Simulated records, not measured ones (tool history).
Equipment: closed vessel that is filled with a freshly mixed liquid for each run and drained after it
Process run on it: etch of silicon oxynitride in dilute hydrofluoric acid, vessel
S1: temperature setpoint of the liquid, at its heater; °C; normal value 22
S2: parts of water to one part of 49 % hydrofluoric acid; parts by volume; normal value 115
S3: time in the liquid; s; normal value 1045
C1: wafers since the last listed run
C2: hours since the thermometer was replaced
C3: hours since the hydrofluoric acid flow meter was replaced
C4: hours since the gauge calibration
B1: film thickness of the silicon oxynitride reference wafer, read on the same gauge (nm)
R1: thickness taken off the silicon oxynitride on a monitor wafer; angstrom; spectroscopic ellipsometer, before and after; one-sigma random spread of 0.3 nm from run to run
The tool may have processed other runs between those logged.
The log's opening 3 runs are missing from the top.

run 4 hour=167.8 | S1=25 S2=115 S3=770 | C1=2203 C2=1415.8 C3=662.2 C4=1923.3 | B1=149.99 | R1=309
run 5 hour=236.9 | S1=18.5 S2=115 S3=1045 | C1=2629 C2=1484.9 C3=731.3 C4=1992.4 | B1=150.01 | R1=313
run 6 hour=367.4 | S1=18.5 S2=115 S3=1045 | C1=4966 C2=1615.4 C3=861.8 C4=2122.9 | B1=150.01 | R1=313.7
run 7 hour=408.7 | S1=26 S2=130 S3=1045 | C1=1571 C2=1656.7 C3=903.1 C4=2164.2 | B1=150.01 | R1=386.4
run 8 hour=475.3 | S1=26 S2=130 S3=1045 | C1=2534 C2=1723.3 C3=969.7 C4=2230.8 | B1=149.98 | R1=391.9
run 9 hour=543.3 | S1=26 S2=130 S3=1045 | C1=2587 C2=1791.3 C3=1037.7 C4=2298.8 | B1=150 | R1=388.3
run 10 hour=607.2 | S1=22 S2=115 S3=1045 | C1=2431 C2=1855.2 C3=1101.6 C4=2362.7 | B1=150 | R1=375.7
-- hour=640.8 hydrofluoric acid flow meter replaced
run 11 hour=659.4 | S1=24.5 S2=100 S3=1045 | C1=1948 C2=1907.4 C3=18.6 C4=2414.9 | B1=150 | R1=487.2
run 12 hour=717.1 | S1=18.5 S2=115 S3=495 | C1=2195 C2=1965.1 C3=76.3 C4=2472.6 | B1=150 | R1=148
run 13 hour=770.6 | S1=24 S2=150 S3=580 | C1=2035 C2=2018.6 C3=129.8 C4=2526.1 | B1=149.99 | R1=169.9
run 14 hour=831.5 | S1=22 S2=90 S3=1045 | C1=2317 C2=2079.5 C3=190.7 C4=2587 | B1=150.01 | R1=496.3
run 15 hour=1045.1 | S1=19 S2=70 S3=1465 | C1=8128 C2=2293.1 C3=404.3 C4=2800.6 | B1=149.98 | R1=779.5
run 16 hour=1106.7 | S1=22 S2=115 S3=1405 | C1=2344 C2=2354.7 C3=465.9 C4=2862.2 | B1=150.02 | R1=505.4
run 17 hour=1139.2 | S1=26 S2=60 S3=1285 | C1=1236 C2=2387.2 C3=498.4 C4=2894.7 | B1=150 | R1=1125.9
run 18 hour=1194.5 | S1=22 S2=115 S3=680 | C1=2104 C2=2442.5 C3=553.7 C4=2950 | B1=150 | R1=245.2
-- hour=1219.5 gauge calibrated
run 19 hour=1247.6 | S1=23.5 S2=150 S3=1315 | C1=2020 C2=2495.6 C3=606.8 C4=28.1 | B1=149.99 | R1=380.8
run 20 hour=1307 | S1=22 S2=115 S3=1045 | C1=2260 C2=2555 C3=666.2 C4=87.5 | B1=150.02 | R1=377.4

What does the tool deliver on the next run?
run 21 hour=1369 | S1=22 S2=160 S3=1045 | C1=2359 C2=2617 C3=728.2 C4=149.5 | B1=? | R1=?

Run 21 yielded B1 150.01, R1 264.4 angstrom.
On a tool with no hidden condition, and with the same random variation, this run would have come out at R1 250.1 angstrom.
